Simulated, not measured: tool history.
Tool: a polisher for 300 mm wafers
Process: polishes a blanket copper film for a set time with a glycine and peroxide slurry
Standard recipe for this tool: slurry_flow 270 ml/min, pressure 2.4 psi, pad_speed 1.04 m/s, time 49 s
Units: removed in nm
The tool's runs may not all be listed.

run   hour  slurry_flow  pressure  pad_speed  time  incoming thickness of the incoming film, nm  removed
  1    0.0          310       2.4       1.04    49                                       1011.6    184.5
      10.5  -- worn pad replaced by a new one
  2   11.4          310       2.4       1.04    49                                       1009.2    183.3
  3   41.4          310       2.4       1.04    49                                       1006.9    183.9
  4   57.7          250       2.8       1.04    49                                        999.6    206.8
  5   75.4          250       2.8       1.04    49                                       1007.0    202.9
  6   92.5          250       2.8       1.04    49                                       1008.9    205.1
  7  107.8          270       2.4       1.04    49                                       1029.1    181.8
  8  118.8          270       2.4       1.04    49                                       1025.0    180.8
     130.0  -- head pressure recalibrated
  9  130.5          270       2.4       1.04    49                                       1002.7    204.9
     143.9  -- worn pad replaced by a new one
 10  145.2          270       2.4       1.04    49                                       1021.6    202.1
 11  158.7          270       2.4       1.04    49                                       1002.6    204.0
 12  174.7          270       2.4       0.86    49                                       1004.6    182.5
 13  190.4          325       2.4       0.90    63                                        990.2    245.6
 14  197.0          270       2.4       1.32    64                                       1003.5    294.8
 15  203.3          270       2.4       1.32    64                                       1014.3    293.6
 16  230.5          365       2.2       1.36    49                                       1022.4    216.3
 17  242.7          200       2.7       1.04    49                                       1005.0    209.4
     246.5  -- slurry nozzle cleaned
 18  250.0          235       2.8       0.72    55                                       1011.6    210.6
 19  256.6          230       2.4       1.26    49                                       1001.1    211.9
 20  263.9          230       2.8       1.04    49                                       1007.6    221.5
     280.8  -- worn pad replaced by a new one
 21  281.3          270       2.7       1.04    49                                       1012.3    215.4
 22  289.1          270       2.4       1.04    58                                       1019.1    231.6
 23  296.5          365       2.6       1.26    49                                       1010.7    233.8
 24  308.4          270       2.4       1.04    49                                       1004.9    195.2

Predict the results of run 25:
 25  322.5          345       2.4       1.04    37                                       1011.1        ?

{"run 25": {"removed": 149.4}}
Had the tool carried no hidden state, the very same run would have given removed 157.2 nm.

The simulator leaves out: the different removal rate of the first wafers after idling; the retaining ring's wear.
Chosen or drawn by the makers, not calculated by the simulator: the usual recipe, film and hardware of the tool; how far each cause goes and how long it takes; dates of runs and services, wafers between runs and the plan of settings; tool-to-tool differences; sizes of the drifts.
